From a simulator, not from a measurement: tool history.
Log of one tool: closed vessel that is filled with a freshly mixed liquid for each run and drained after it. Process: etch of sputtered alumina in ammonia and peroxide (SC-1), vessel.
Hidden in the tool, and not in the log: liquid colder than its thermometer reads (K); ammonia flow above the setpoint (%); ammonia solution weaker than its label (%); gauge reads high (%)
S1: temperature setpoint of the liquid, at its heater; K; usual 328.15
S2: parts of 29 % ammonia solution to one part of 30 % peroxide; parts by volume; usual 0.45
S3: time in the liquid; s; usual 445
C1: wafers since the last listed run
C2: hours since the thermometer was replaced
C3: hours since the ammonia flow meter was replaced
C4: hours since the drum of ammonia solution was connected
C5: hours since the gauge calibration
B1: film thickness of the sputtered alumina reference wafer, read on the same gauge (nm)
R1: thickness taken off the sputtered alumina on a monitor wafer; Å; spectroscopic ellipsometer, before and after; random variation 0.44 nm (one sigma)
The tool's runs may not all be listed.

run 1 hour=0.0 | S1=328.15 S2=0.45 S3=445 | C1=0 C2=2198.1 C3=45.4 C4=882.1 C5=1277.7 | B1=70.00 | R1=408.3
-- hour=57.3 new drum of ammonia solution connected
run 2 hour=105.7 | S1=328.15 S2=0.45 S3=445 | C1=6546 C2=2303.8 C3=151.1 C4=48.4 C5=1383.4 | B1=70.00 | R1=410.0
run 3 hour=159.8 | S1=328.15 S2=0.45 S3=445 | C1=3382 C2=2357.9 C3=205.2 C4=102.5 C5=1437.5 | B1=70.01 | R1=411.3
run 4 hour=260.5 | S1=328.15 S2=0.45 S3=445 | C1=6296 C2=2458.6 C3=305.9 C4=203.2 C5=1538.2 | B1=70.03 | R1=404.6
-- hour=292.3 thermometer replaced
run 5 hour=300.7 | S1=328.15 S2=0.45 S3=235 | C1=2450 C2=8.4 C3=346.1 C4=243.4 C5=1578.4 | B1=70.00 | R1=236.3
run 6 hour=397.4 | S1=330.65 S2=0.45 S3=280 | C1=6045 C2=105.1 C3=442.8 C4=340.1 C5=1675.1 | B1=69.98 | R1=319.1
run 7 hour=446.8 | S1=330.65 S2=0.45 S3=280 | C1=3088 C2=154.5 C3=492.2 C4=389.5 C5=1724.5 | B1=69.97 | R1=326.0
run 8 hour=488.0 | S1=328.15 S2=0.50 S3=445 | C1=2575 C2=195.7 C3=533.4 C4=430.7 C5=1765.7 | B1=70.03 | R1=443.1
-- hour=511.5 ammonia flow meter replaced
run 9 hour=567.0 | S1=328.15 S2=0.45 S3=445 | C1=4876 C2=274.7 C3=55.5 C4=509.7 C5=1844.7 | B1=69.99 | R1=448.4
run 10 hour=615.1 | S1=328.15 S2=0.45 S3=445 | C1=3007 C2=322.8 C3=103.6 C4=557.8 C5=1892.8 | B1=69.99 | R1=432.4
run 11 hour=681.4 | S1=325.65 S2=0.50 S3=445 | C1=4145 C2=389.1 C3=169.9 C4=624.1 C5=1959.1 | B1=69.98 | R1=389.7
run 12 hour=752.7 | S1=318.65 S2=0.45 S3=255 | C1=4457 C2=460.4 C3=241.2 C4=695.4 C5=2030.4 | B1=70.01 | R1=150.0
run 13 hour=801.6 | S1=324.65 S2=0.45 S3=360 | C1=3057 C2=509.3 C3=290.1 C4=744.3 C5=2079.3 | B1=69.98 | R1=288.6
run 14 hour=845.9 | S1=321.65 S2=0.60 S3=310 | C1=2769 C2=553.6 C3=334.4 C4=788.6 C5=2123.6 | B1=69.98 | R1=219.0
-- hour=897.8 new drum of ammonia solution connected
-- hour=910.7 gauge calibrated
run 15 hour=935.6 | S1=328.15 S2=0.45 S3=445 | C1=5545 C2=643.3 C3=424.1 C4=37.8 C5=24.9 | B1=70.01 | R1=442.2
run 16 hour=1014.5 | S1=320.15 S2=0.45 S3=540 | C1=4933 C2=722.2 C3=503.0 C4=116.7 C5=103.8 | B1=70.01 | R1=341.0
-- hour=1029.0 ammonia flow meter replaced
run 17 hour=1056.9 | S1=328.15 S2=0.35 S3=600 | C1=2588 C2=764.6 C3=27.9 C4=159.1 C5=146.2 | B1=70.02 | R1=565.1
run 18 hour=1097.6 | S1=328.15 S2=0.65 S3=445 | C1=2544 C2=805.3 C3=68.6 C4=199.8 C5=186.9 | B1=70.00 | R1=445.5
run 19 hour=1189.7 | S1=333.65 S2=0.35 S3=570 | C1=5758 C2=897.4 C3=160.7 C4=291.9 C5=279.0 | B1=70.00 | R1=717.4
run 20 hour=1294.6 | S1=328.15 S2=0.45 S3=445 | C1=6558 C2=1002.3 C3=265.6 C4=396.8 C5=383.9 | B1=70.02 | R1=422.8
run 21 hour=1385.2 | S1=320.15 S2=0.45 S3=625 | C1=5664 C2=1092.9 C3=356.2 C4=487.4 C5=474.5 | B1=70.00 | R1=388.3
run 22 hour=1474.8 | S1=337.65 S2=0.45 S3=655 | C1=5602 C2=1182.5 C3=445.8 C4=577.0 C5=564.1 | B1=70.00 | R1=1029.2
run 23 hour=1581.0 | S1=328.15 S2=0.45 S3=445 | C1=6639 C2=1288.7 C3=552.0 C4=683.2 C5=670.3 | B1=70.00 | R1=426.5
run 24 hour=1646.7 | S1=328.15 S2=0.45 S3=445 | C1=4107 C2=1354.4 C3=617.7 C4=748.9 C5=736.0 | B1=69.99 | R1=422.1
-- hour=1674.2 ammonia flow meter replaced
run 25 hour=1708.7 | S1=328.15 S2=0.60 S3=530 | C1=3813 C2=1416.4 C3=34.5 C4=810.9 C5=798.0 | B1=70.00 | R1=515.7
-- hour=1751.8 new drum of ammonia solution connected
run 26 hour=1791.6 | S1=330.65 S2=0.35 S3=530 | C1=5120 C2=1499.3 C3=117.4 C4=39.8 C5=880.9 | B1=69.97 | R1=557.0
run 27 hour=1880.5 | S1=336.65 S2=0.30 S3=610 | C1=5558 C2=1588.2 C3=206.3 C4=128.7 C5=969.8 | B1=70.00 | R1=863.6
run 28 hour=1963.6 | S1=332.15 S2=0.55 S3=445 | C1=5195 C2=1671.3 C3=289.4 C4=211.8 C5=1052.9 | B1=69.99 | R1=526.0
run 29 hour=2003.2 | S1=328.15 S2=0.45 S3=350 | C1=2475 C2=1710.9 C3=329.0 C4=251.4 C5=1092.5 | B1=69.99 | R1=335.3

3 ways to go on from here, each from the tool as it stands after run 29. What would each give?
run A hour=2004.0 | S1=328.15 S2=0.45 S3=285 | C1=50 C2=1711.7 C3=329.8 C4=252.2 C5=1093.3 | B1=? | R1=?
run B hour=2004.0 | S1=333.15 S2=0.50 S3=355 | C1=50 C2=1711.7 C3=329.8 C4=252.2 C5=1093.3 | B1=? | R1=?
run C hour=2004.0 | S1=328.15 S2=0.45 S3=550 | C1=50 C2=1711.7 C3=329.8 C4=252.2 C5=1093.3 | B1=? | R1=?

run=A B1=69.97 R1=267.6
run=B B1=69.97 R1=438.0
run=C B1=69.97 R1=516.4
Without the tool's hidden state the same runs would have given:
run=A R1=283.8
run=B R1=463.5
run=C R1=547.6
